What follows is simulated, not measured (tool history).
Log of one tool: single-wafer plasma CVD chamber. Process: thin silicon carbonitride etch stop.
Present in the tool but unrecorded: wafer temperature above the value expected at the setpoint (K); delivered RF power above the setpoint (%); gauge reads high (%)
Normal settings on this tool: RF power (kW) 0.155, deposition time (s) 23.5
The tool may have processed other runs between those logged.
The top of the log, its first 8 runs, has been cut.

run,hour,RF power (kW),deposition time (s),wafers since the last listed run,hours since the last thermocouple change,hours since the last RF generator calibration,hours since the showerhead was replaced,hours since the gauge calibration,"read-back reference wafer on the same gauge, thickness_nm",mean film thickness on the monitor wafer (angstrom)
9,738.7,0.155,23.5,868,1308.0,2159.2,5038.9,1787.4,9.396,111.05
10,828.1,0.155,23.5,2037,1397.4,2248.6,5128.3,1876.8,9.398,109.98
11,864.2,0.155,23.5,822,1433.5,2284.7,5164.4,1912.9,9.404,110.43
# hour 936.8: gauge calibrated
# hour 977.3: showerhead replaced, of another model than before
12,977.8,0.170,23.5,2406,1547.1,2398.3,0.5,41.0,9.399,112.28
13,1040.1,0.170,23.5,1419,1609.4,2460.6,62.8,103.3,9.392,111.35
14,1126.5,0.155,25.5,1969,1695.8,2547.0,149.2,189.7,9.398,116.57
15,1219.7,0.155,25.5,2124,1789.0,2640.2,242.4,282.9,9.391,115.83
16,1265.2,0.175,23.5,1037,1834.5,2685.7,287.9,328.4,9.397,112.21
17,1316.6,0.175,26.5,1171,1885.9,2737.1,339.3,379.8,9.405,127.33
18,1375.9,0.165,20.9,1351,1945.2,2796.4,398.6,439.1,9.398,97.91
# hour 1400.0: RF generator calibrated
19,1427.9,0.165,20.4,1002,1997.2,27.9,450.6,491.1,9.407,99.39
20,1479.2,0.140,26.8,1169,2048.5,79.2,501.9,542.4,9.400,122.02
# hour 1532.9: thermocouple changed; heater temperature recalibrated
21,1616.8,0.185,23.5,2953,83.9,216.8,639.5,680.0,9.408,119.88
22,1702.2,0.155,23.5,1946,169.3,302.2,724.9,765.4,9.408,110.84
23,1747.6,0.170,20.2,1034,214.7,347.6,770.3,810.8,9.403,100.14
24,1789.4,0.140,27.2,952,256.5,389.4,812.1,852.6,9.397,122.86
25,1882.3,0.155,23.5,2117,349.4,482.3,905.0,945.5,9.403,111.54
26,1957.1,0.145,25.1,1704,424.2,557.1,979.8,1020.3,9.404,115.18
27,2035.7,0.135,27.5,1791,502.8,635.7,1058.4,1098.9,9.391,121.98
28,2120.3,0.185,26.3,1928,587.4,720.3,1143.0,1183.5,9.401,134.02
29,2176.4,0.125,23.5,1278,643.5,776.4,1199.1,1239.6,9.407,100.95
30,2218.2,0.155,23.5,952,685.3,818.2,1240.9,1281.4,9.389,111.59
31,2264.7,0.130,21.5,1059,731.8,864.7,1287.4,1327.9,9.394,93.39

4 options for the next run, each taken on its own from the tool as it stands now. Forecast them:
A,2265.1,0.145,23.5,9,732.2,865.1,1287.8,1328.3,?,?
B,2265.1,0.130,23.5,9,732.2,865.1,1287.8,1328.3,?,?
C,2265.1,0.125,26.3,9,732.2,865.1,1287.8,1328.3,?,?
D,2265.1,0.155,19.3,9,732.2,865.1,1287.8,1328.3,?,?

run,"read-back reference wafer on the same gauge, thickness_nm",mean film thickness on the monitor wafer (angstrom)
A,9.402,108.13
B,9.402,102.67
C,9.402,112.69
D,9.402,91.52
With the hidden condition removed and each run's random variation left untouched, the same runs would have given:
run,mean film thickness on the monitor wafer (angstrom)
A,108.87
B,103.37
C,113.45
D,92.15
